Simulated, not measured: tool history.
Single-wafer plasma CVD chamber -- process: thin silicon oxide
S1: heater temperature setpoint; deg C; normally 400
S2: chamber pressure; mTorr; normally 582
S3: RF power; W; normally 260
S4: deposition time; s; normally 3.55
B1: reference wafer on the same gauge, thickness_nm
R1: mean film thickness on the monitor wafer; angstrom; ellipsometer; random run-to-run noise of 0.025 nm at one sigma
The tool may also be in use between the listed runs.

{"run": 1, "hour": 0.0, "S1": 400, "S2": 582, "S3": 260, "S4": 3.55, "B1": 3.891, "R1": 47.05}
{"run": 2, "hour": 18.0, "S1": 400, "S2": 582, "S3": 260, "S4": 3.55, "B1": 3.887, "R1": 46.92}
{"run": 3, "hour": 39.9, "S1": 400, "S2": 582, "S3": 260, "S4": 3.55, "B1": 3.879, "R1": 46.45}
{"run": 4, "hour": 72.6, "S1": 400, "S2": 582, "S3": 260, "S4": 3.55, "B1": 3.88, "R1": 46.75}
{"run": 5, "hour": 91.4, "S1": 400, "S2": 582, "S3": 245, "S4": 3.55, "B1": 3.872, "R1": 45.13}
{"run": 6, "hour": 141.5, "S1": 400, "S2": 582, "S3": 245, "S4": 3.55, "B1": 3.873, "R1": 45.26}
{"run": 7, "hour": 160.3, "S1": 389, "S2": 582, "S3": 260, "S4": 3.09, "B1": 3.865, "R1": 40.84}
{"run": 8, "hour": 190.2, "S1": 389, "S2": 582, "S3": 260, "S4": 3.09, "B1": 3.861, "R1": 40.83}
{"run": 9, "hour": 203.4, "S1": 400, "S2": 521, "S3": 260, "S4": 3.55, "B1": 3.858, "R1": 41.26}
{"run": 10, "hour": 233.5, "S1": 400, "S2": 521, "S3": 260, "S4": 3.55, "B1": 3.861, "R1": 41.56}
{"run": 11, "hour": 261.0, "S1": 400, "S2": 582, "S3": 260, "S4": 3.55, "B1": 3.856, "R1": 46.42}
{"run": 12, "hour": 292.9, "S1": 400, "S2": 582, "S3": 260, "S4": 3.55, "B1": 3.852, "R1": 45.8}
{"run": 13, "hour": 307.2, "S1": 405, "S2": 545, "S3": 225, "S4": 3.32, "B1": 3.853, "R1": 37.33}
{"run": 14, "hour": 341.7, "S1": 400, "S2": 582, "S3": 260, "S4": 3.55, "B1": 3.852, "R1": 46.21}
{"run": 15, "hour": 364.0, "S1": 400, "S2": 582, "S3": 260, "S4": 3.55, "B1": 3.852, "R1": 45.95}
{"run": 16, "hour": 396.1, "S1": 391, "S2": 450, "S3": 295, "S4": 3.3, "B1": 3.851, "R1": 35.32}
{"run": 17, "hour": 417.5, "S1": 387, "S2": 476, "S3": 285, "S4": 3.55, "B1": 3.856, "R1": 40.05}
{"run": 18, "hour": 436.8, "S1": 400, "S2": 582, "S3": 240, "S4": 3.24, "B1": 3.856, "R1": 40.35}
{"run": 19, "hour": 460.8, "S1": 410, "S2": 582, "S3": 310, "S4": 3.55, "B1": 3.933, "R1": 51.02}
{"run": 20, "hour": 480.7, "S1": 400, "S2": 582, "S3": 215, "S4": 3.55, "B1": 3.93, "R1": 42.49}
{"run": 21, "hour": 515.7, "S1": 400, "S2": 582, "S3": 260, "S4": 2.93, "B1": 3.915, "R1": 39.08}
{"run": 22, "hour": 545.0, "S1": 400, "S2": 582, "S3": 260, "S4": 3.97, "B1": 3.905, "R1": 51.91}
{"run": 23, "hour": 561.0, "S1": 400, "S2": 582, "S3": 260, "S4": 3.55, "B1": 3.896, "R1": 47.1}
{"run": 24, "hour": 578.4, "S1": 400, "S2": 582, "S3": 260, "S4": 3.55, "B1": 3.9, "R1": 47.02}

Not shown here: 5 entries made in the log between runs. Locate each between two listed runs and compare the hidden state at the listed run before it with the hidden state at the listed run after it:
After run 7, before run 8: RF generator calibrated (hour 189.7)
  gauge reads high (%): -1.91 -> -1.98
  measured minus no-state result, R1: -0.80 -> -0.83 angstrom
After run 9, before run 10: thermocouple changed; heater temperature recalibrated (hour 232.3)
  gauge reads high (%): -2.01 -> -2.06
  measured minus no-state result, R1: -0.84 -> -0.88 angstrom
After run 14, before run 15: capacitance manometer re-zeroed and calibrated (hour 361.6)
  gauge reads high (%): -2.19 -> -2.21
  measured minus no-state result, R1: -1.04 -> -1.04 angstrom
After run 17, before run 18: showerhead replaced (hour 436.3)
  gauge reads high (%): -2.25 -> -2.26
  measured minus no-state result, R1: -0.92 -> -0.93 angstrom
After run 18, before run 19: gauge calibrated (hour 444.6)
  gauge reads high (%): -2.26 -> -0.151
  measured minus no-state result, R1: -0.93 -> -0.08 angstrom
